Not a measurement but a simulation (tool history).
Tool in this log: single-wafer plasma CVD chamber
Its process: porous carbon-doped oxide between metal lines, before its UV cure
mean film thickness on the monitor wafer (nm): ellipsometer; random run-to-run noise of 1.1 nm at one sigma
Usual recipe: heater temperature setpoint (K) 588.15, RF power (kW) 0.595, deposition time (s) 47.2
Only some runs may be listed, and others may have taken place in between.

run	hour	heater temperature setpoint (K)	RF power (kW)	deposition time (s)	read-back reference wafer on the same gauge, thickness_nm	mean film thickness on the monitor wafer (nm)
1	0	588.15	0.595	47.2	215.074	249.916
2	52	582.15	0.595	47.2	215.11	260.805
3	153.9	588.15	0.595	47.2	214.886	249.187
4	260.8	588.15	0.595	47.2	215.181	251.75
5	324.6	584.15	0.595	47.2	214.937	255.002
6	371.3	584.15	0.595	47.2	214.983	256.024
7	460.3	588.15	0.595	47.2	214.944	251.92
8	511.2	580.15	0.595	47.2	215.163	260.186
9	559.9	588.15	0.595	47.2	215.072	250.95
10	656.8	588.15	0.595	47.2	214.98	250.292
11	717.4	588.15	0.595	47.2	214.939	249.128
12	789.3	588.15	0.595	47.2	214.989	249.485
13	844.7	576.15	0.595	47.2	214.876	265.517
14	942.6	576.15	0.595	47.2	214.912	263.907
15	1017.8	588.15	0.53	47.2	214.997	226.968
16	1086.2	588.15	0.53	47.2	214.911	227.138
17	1148.2	588.15	0.625	47.2	214.95	256.075
18	1223.6	588.15	0.595	47.2	214.881	254.846
19	1315.3	584.15	0.7	47.2	214.998	287.913
20	1368.5	588.15	0.595	47.2	215.036	251.412
21	1461	578.15	0.595	47.2	214.904	266.685
22	1547.1	600.15	0.675	41.8	215.195	237.302
23	1634.6	588.15	0.595	47.2	215.08	252.42
24	1714.3	575.15	0.595	56	214.851	318.895
25	1819.2	588.15	0.595	47.2	215.052	252.291
26	1871.6	588.15	0.56	47.2	214.987	238.497
27	1971.5	574.15	0.535	47.2	215.025	244.649
28	2069.6	588.15	0.625	38.3	214.932	216.519
29	2149.4	588.15	0.595	41.4	215.056	223.057
30	2239.7	577.15	0.665	55.3	214.906	347.235
31	2384.7	588.15	0.595	47.2	215.124	249.577
32	2466.8	588.15	0.485	50.1	215.098	214.187
33	2545.7	596.15	0.555	44.6	215.044	212.242
34	2613.7	588.15	0.595	47.2	214.934	250.044

Between the runs listed above, the log contained 4 entries, not reproduced here. Where in the sequence does each belong, and how does what the log doesn't record of the tool's condition differ from the listed run before to the listed run after?
Between runs 13 and 14: RF generator calibrated (hour 889.3)
  wafer temperature above the value expected at the setpoint (K): 3.32 -> 3.64
  measured minus no-state result, mean film thickness on the monitor wafer (nm): -4.798 -> -5.218
Between runs 17 and 18: thermocouple changed; heater temperature recalibrated (hour 1223.1)
  wafer temperature above the value expected at the setpoint (K): 4.35 -> -0.0103
  measured minus no-state result, mean film thickness on the monitor wafer (nm): -5.656 -> +0.013
Between runs 20 and 21: showerhead replaced, of another model than before (hour 1401.3)
  wafer temperature above the value expected at the setpoint (K): 0.00767 -> 0.0378
  measured minus no-state result, mean film thickness on the monitor wafer (nm): -0.01 -> -0.055
Between runs 24 and 25: gauge calibrated (hour 1773.2)
  wafer temperature above the value expected at the setpoint (K): 0.195 -> 0.291
  measured minus no-state result, mean film thickness on the monitor wafer (nm): -0.337 -> -0.373
